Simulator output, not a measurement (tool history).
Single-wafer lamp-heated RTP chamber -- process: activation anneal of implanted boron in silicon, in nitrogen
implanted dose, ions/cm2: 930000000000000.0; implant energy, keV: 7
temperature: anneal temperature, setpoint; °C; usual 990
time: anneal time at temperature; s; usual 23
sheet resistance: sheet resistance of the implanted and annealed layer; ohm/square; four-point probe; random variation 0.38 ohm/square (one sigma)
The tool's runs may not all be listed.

run,hour,temperature,time,wafers since the last listed run,wafers since the last pyrometer calibration,wafers since the reflector plate was cleaned,hours since the gauge calibration,"read-back reference wafer on the same gauge, sheet resistance",sheet resistance
1,0.0,990,23,0,5842,6830,224.8,156.91,149.22
2,27.9,990,23,292,6135,7123,252.7,157.04,148.76
3,36.1,990,23,85,6221,7209,260.9,156.94,149.44
4,53.3,990,23,180,6401,7389,278.1,156.90,148.75
5,62.1,990,23,92,6493,7481,286.9,156.96,148.49
6,70.9,990,32,92,6586,7574,295.7,157.14,146.38
7,80.8,990,32,103,6689,7677,305.6,157.15,146.35
8,91.3,990,32,110,6799,7787,316.1,157.05,145.72
9,106.8,1003,23,162,6962,7950,331.6,156.90,143.55
10,113.9,1003,23,74,7036,8024,338.7,157.01,143.94
# hour 116.5: gauge calibrated
11,120.4,971,23,68,7104,8092,3.9,157.09,158.91
12,129.5,971,23,95,7200,8188,13.0,157.18,159.03
13,137.9,972,23,88,7288,8276,21.4,156.97,157.85
14,153.3,1007,27,161,7449,8437,36.8,157.02,141.19
# hour 177.4: reflector plate cleaned
15,177.9,962,12,174,7623,5,61.4,157.07,175.71
16,181.6,963,23,38,7662,44,65.1,156.86,165.59
17,193.2,970,11,121,7784,165,76.7,157.16,168.28
# hour 204.7: pyrometer window cleaned and pyrometer calibrated
18,205.2,990,32,41,5,207,88.7,157.03,150.04
19,210.2,982,28,52,57,260,93.7,157.03,156.11
20,224.2,990,32,146,204,406,107.7,157.06,150.24
21,233.3,971,23,95,299,502,116.8,156.94,166.96
22,247.6,1005,14,149,449,652,131.1,156.95,150.23
23,255.6,1013,34,83,533,735,139.1,156.87,141.00
24,262.3,965,31,70,603,806,145.8,157.08,169.86
25,280.3,965,29,188,792,994,163.8,157.03,169.82
26,291.9,1010,28,121,913,1116,175.4,157.02,143.00

Here are 3 independent what-if runs from the current tool condition. What would each one return?
A,292.3,990,13,4,918,1120,175.8,?,?
B,292.3,1008,18,4,918,1120,175.8,?,?
C,292.3,1006,23,4,918,1120,175.8,?,?

run,"read-back reference wafer on the same gauge, sheet resistance",sheet resistance
A,156.72,158.16
B,156.72,146.88
C,156.72,145.90
With the hidden condition removed and each run's random variation left untouched, the same runs would have given:
run,sheet resistance
A,159.01
B,147.35
C,146.35

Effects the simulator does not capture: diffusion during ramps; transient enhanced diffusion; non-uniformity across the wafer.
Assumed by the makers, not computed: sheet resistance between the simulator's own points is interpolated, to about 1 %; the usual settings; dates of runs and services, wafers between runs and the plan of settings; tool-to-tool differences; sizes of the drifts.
